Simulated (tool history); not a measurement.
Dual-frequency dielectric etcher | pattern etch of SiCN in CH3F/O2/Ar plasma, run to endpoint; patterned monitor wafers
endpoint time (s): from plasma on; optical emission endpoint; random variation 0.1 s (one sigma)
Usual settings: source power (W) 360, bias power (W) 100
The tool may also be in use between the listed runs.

run,day,source power (W),bias power (W),wafers since the last listed run,hours since the last wet clean,hours since the last source power generator calibration,hours since the last bias power generator calibration,hours since the last upper electrode change,"incoming incoming film thickness, nm",endpoint time (s)
1,0.000,360,88,0,123.0,1645.8,2000.0,4982.8,9.34,23.7
2,1.008,360,88,275,147.2,1670.0,2024.2,5007.0,9.50,24.0
3,1.508,360,88,136,159.2,1682.0,2036.2,5019.0,9.52,24.0
4,2.792,360,100,350,190.0,1712.8,2067.0,5049.8,9.30,22.6
5,3.696,360,100,246,211.7,1734.5,2088.7,5071.5,9.31,22.6
6,4.742,310,100,285,236.8,1759.6,2113.8,5096.6,9.45,23.7
7,5.254,360,100,140,249.1,1771.9,2126.1,5108.9,9.35,22.9
8,6.167,360,100,249,271.0,1793.8,2148.0,5130.8,9.35,22.6
9,7.079,360,100,249,292.9,1815.7,2169.9,5152.7,9.40,22.8
10,8.150,360,100,292,318.6,1841.4,2195.6,5178.4,9.37,22.6
11,9.546,360,100,381,352.1,1874.9,2229.1,5211.9,9.40,23.1
# day 11.458: wet clean of the chamber
12,13.221,290,113,730,42.3,1963.1,2317.3,5300.1,9.36,22.2
# day 14.488: upper electrode replaced
13,14.508,290,113,78,73.2,1994.0,2348.2,0.5,9.43,22.3
14,15.517,290,113,275,97.4,2018.2,2372.4,24.7,9.28,22.3
15,16.871,360,100,369,129.9,2050.7,2404.9,57.2,9.36,22.4
16,17.567,360,100,190,146.6,2067.4,2421.6,73.9,9.38,22.2
# day 18.442: source power generator calibrated
# day 20.308: bias power generator calibrated
17,21.742,360,100,1049,246.8,79.2,34.4,174.1,9.43,22.6
18,23.117,300,109,375,279.8,112.2,67.4,207.1,9.32,22.8
19,23.992,430,85,239,300.8,133.2,88.4,228.1,9.39,22.8
20,24.712,270,80,196,318.1,150.5,105.7,245.4,9.41,27.0
21,25.338,320,100,170,333.1,165.5,120.7,260.4,9.42,23.5
22,25.900,360,100,153,346.6,179.0,134.2,273.9,9.44,22.9
# day 28.229: wet clean of the chamber
23,28.250,360,112,368,0.5,235.4,190.6,330.3,9.35,21.2
24,28.262,360,77,3,0.8,235.7,190.9,330.6,9.38,24.7
25,29.312,390,114,286,26.0,260.9,216.1,355.8,9.43,20.6
26,30.629,360,100,359,57.6,292.5,247.7,387.4,9.44,22.6
27,31.633,360,100,274,81.7,316.6,271.8,411.5,9.43,22.5
28,32.688,360,100,287,107.0,341.9,297.1,436.8,9.39,22.4
29,33.358,390,116,183,123.1,358.0,313.2,452.9,9.41,20.8
30,34.608,360,100,341,153.1,388.0,343.2,482.9,9.38,22.4
31,35.217,410,115,166,167.7,402.6,357.8,497.5,9.48,20.7
32,36.512,300,86,353,198.8,433.7,388.9,528.6,9.33,25.2
33,37.029,270,93,141,211.2,446.1,401.3,541.0,9.39,25.2
34,37.892,310,84,235,231.9,466.8,422.0,561.7,9.44,25.6
35,39.238,430,100,367,264.2,499.1,454.3,594.0,9.36,21.5

Forecast each of these 4 alternatives for the next run:
A,39.254,360,100,4,264.6,499.5,454.7,594.4,9.32,?
B,39.254,300,108,4,264.6,499.5,454.7,594.4,9.32,?
C,39.254,310,83,4,264.6,499.5,454.7,594.4,9.32,?
D,39.254,290,87,4,264.6,499.5,454.7,594.4,9.32,?

run,endpoint time (s)
A,22.5
B,22.9
C,25.3
D,25.3
Without the tool's hidden state the same runs would have given:
run,endpoint time (s)
A,22.0
B,22.4
C,24.8
D,24.7

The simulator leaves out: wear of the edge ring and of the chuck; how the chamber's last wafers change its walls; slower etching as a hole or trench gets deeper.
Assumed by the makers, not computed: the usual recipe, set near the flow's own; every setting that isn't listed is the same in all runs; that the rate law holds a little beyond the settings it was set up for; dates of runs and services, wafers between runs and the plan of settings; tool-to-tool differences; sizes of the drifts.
